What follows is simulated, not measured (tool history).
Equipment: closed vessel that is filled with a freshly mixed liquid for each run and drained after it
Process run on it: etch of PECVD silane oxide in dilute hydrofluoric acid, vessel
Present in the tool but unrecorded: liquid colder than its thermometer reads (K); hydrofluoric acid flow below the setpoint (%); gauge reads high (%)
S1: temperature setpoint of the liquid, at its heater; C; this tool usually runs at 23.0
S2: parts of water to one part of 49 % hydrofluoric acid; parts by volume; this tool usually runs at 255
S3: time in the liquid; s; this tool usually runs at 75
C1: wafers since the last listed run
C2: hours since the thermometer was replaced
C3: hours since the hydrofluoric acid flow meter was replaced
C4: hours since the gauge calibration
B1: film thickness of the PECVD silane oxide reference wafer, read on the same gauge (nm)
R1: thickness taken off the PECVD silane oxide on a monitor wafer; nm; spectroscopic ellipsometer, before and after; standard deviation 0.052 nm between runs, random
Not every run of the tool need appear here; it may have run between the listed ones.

run   hour    S1   S2   S3    C1      C2      C3     C4     B1     R1
  1    0.0  23.0  255   75     0  1667.6  1620.4   84.8  69.95   8.39
  2    9.0  23.0  255   75  1194  1676.6  1629.4   93.8  70.01   8.29
  3   25.1  23.0  255   75  2137  1692.7  1645.5  109.9  69.94   8.23
  4   40.2  23.0  255   75  2004  1707.8  1660.6  125.0  70.00   8.30
  5   50.1  23.0  255   75  1314  1717.7  1670.5  134.9  69.99   8.39
  6   58.0  20.5  290   75  1048  1725.6  1678.4  142.8  69.98   6.49
  7   74.3  20.5  290   75  2163  1741.9  1694.7  159.1  69.98   6.40
  8   92.3  23.0  255   75  2389  1759.9  1712.7  177.1  70.00   8.36
  9  102.0  23.0  255   75  1287  1769.6  1722.4  186.8  70.06   8.28
 10  115.9  23.0  255   75  1845  1783.5  1736.3  200.7  70.04   8.23
     125.2  -- gauge calibrated
 11  128.3  23.0  255   75  1646  1795.9  1748.7    3.1  70.01   8.31
 12  135.8  23.0  285   75   995  1803.4  1756.2   10.6  69.98   7.28
     143.6  -- thermometer replaced
 13  153.6  23.0  285   75  2230    10.0  1774.0   28.4  70.04   6.86
 14  169.6  23.0  220   75  2123    26.0  1790.0   44.4  70.04   9.27
 15  177.7  23.0  255   75  1075    34.1  1798.1   52.5  69.94   7.83
 16  184.2  23.0  255   75   862    40.6  1804.6   59.0  70.01   7.90
     190.4  -- hydrofluoric acid flow meter replaced
     193.2  -- thermometer replaced, repeated, since the last time left the tool worse
 17  197.9  23.0  255   75  1553     4.7     7.5   72.7  70.01   8.73
 18  215.2  20.0  200   95  2296    22.0    24.8   90.0  70.02  13.25
 19  229.3  26.0  255   75  1871    36.1    38.9  104.1  70.06   9.84
 20  246.7  18.5  300   75  2309    53.5    56.3  121.5  69.98   6.02
 21  257.9  18.0  150   90  1486    64.7    67.5  132.7  70.00  16.37
 22  264.8  23.0  135   75   915    71.6    74.4  139.6  70.05  18.83
 23  277.4  23.0  255   75  1672    84.2    87.0  152.2  70.00   8.81
 24  284.6  27.5  330   95   955    91.4    94.2  159.4  70.03   9.36
 25  298.7  23.0  160   50  1871   105.5   108.3  173.5  69.93  10.25
     303.0  -- gauge calibrated
 26  308.2  23.0  135  105  1261   115.0   117.8    5.2  70.06  26.43
 27  344.5  23.0  255  105  4818   151.3   154.1   41.5  70.01  12.16
 28  354.8  23.0  255   75  1367   161.6   164.4   51.8  70.00   8.69
 29  365.9  28.0  375   35  1473   172.7   175.5   62.9  70.00   2.91

Pick out some run-to-run changes in R1. Of each, how much would a tool without hidden state show as well, from the settings, what came in and chance, and how much is left for the hidden state and any gauge scatter not in both results compared?
Run 12 -> 13: thermometer replaced. R1 -0.42 nm: hidden state -0.40, all else -0.02.
Run 16 -> 17: hydrofluoric acid flow meter replaced, thermometer replaced, repeated, since the last time left the tool worse. R1 +0.83 nm: hidden state +0.95, all else -0.12.
Run 25 -> 26: S2 160 -> 135, S3 50 -> 105, gauge calibrated. R1 +16.18 nm: hidden state -0.16, all else +16.34.
Run 26 -> 27: S2 135 -> 255. R1 -14.27 nm: hidden state +0.13, all else -14.40.

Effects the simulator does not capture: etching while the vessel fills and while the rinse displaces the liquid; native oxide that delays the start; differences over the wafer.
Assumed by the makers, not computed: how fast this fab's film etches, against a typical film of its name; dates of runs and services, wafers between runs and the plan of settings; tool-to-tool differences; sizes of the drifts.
